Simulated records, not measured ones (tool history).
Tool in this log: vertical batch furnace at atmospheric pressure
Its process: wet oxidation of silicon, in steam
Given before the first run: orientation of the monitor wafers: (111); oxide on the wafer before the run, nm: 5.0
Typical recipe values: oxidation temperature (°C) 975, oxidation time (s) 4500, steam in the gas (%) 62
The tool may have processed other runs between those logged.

run	hour	oxidation temperature (°C)	oxidation time (s)	steam in the gas (%)	read-back reference wafer on the same gauge, thickness	oxide thickness on the monitor wafer (Å)
1	0.0	959	4500	62	431.82	3202.4
2	66.8	959	4500	62	432.14	3189.2
3	169.1	959	4500	62	431.87	3197.1
4	243.3	975	4500	66	432.01	3735.2
5	282.0	975	4500	66	431.91	3722.2
6	355.6	975	4500	66	431.85	3714.9
7	421.0	975	4500	67	431.75	3759.1
8	507.2	975	4500	67	432.00	3768.8
9	562.7	975	4500	67	431.91	3749.8
10	615.0	968	4500	62	431.79	3390.0
11	716.6	968	4500	62	432.39	3385.2
12	780.5	968	4500	62	432.24	3365.7
13	868.9	975	4500	54	432.45	3215.0
14	976.4	975	4500	54	432.07	3215.7
15	1067.3	975	4500	62	432.04	3525.3
# hour 1094.4: gauge calibrated
# hour 1096.5: steam generator serviced
16	1162.0	975	4500	62	431.78	3463.9
17	1219.5	975	4500	62	432.06	3455.8
18	1286.3	956	2910	62	431.94	2198.6
19	1389.6	954	3690	68	432.06	2746.5
# hour 1443.8: thermocouples replaced and temperature profile calibrated
20	1454.3	990	2430	56	432.25	2370.9
# hour 1505.7: steam generator serviced, repeated, since the last time left the tool worse
21	1546.6	994	4500	62	432.19	4067.4

The next listed run, before its measurement:
22	1592.7	994	3750	52	?	?

{"run 22": {"read-back reference wafer on the same gauge, thickness": 431.82, "oxide thickness on the monitor wafer (Å)": 3234.5}}
Minus the tool's unlogged condition, the same run would have read oxide thickness on the monitor wafer (Å) 3237.2.

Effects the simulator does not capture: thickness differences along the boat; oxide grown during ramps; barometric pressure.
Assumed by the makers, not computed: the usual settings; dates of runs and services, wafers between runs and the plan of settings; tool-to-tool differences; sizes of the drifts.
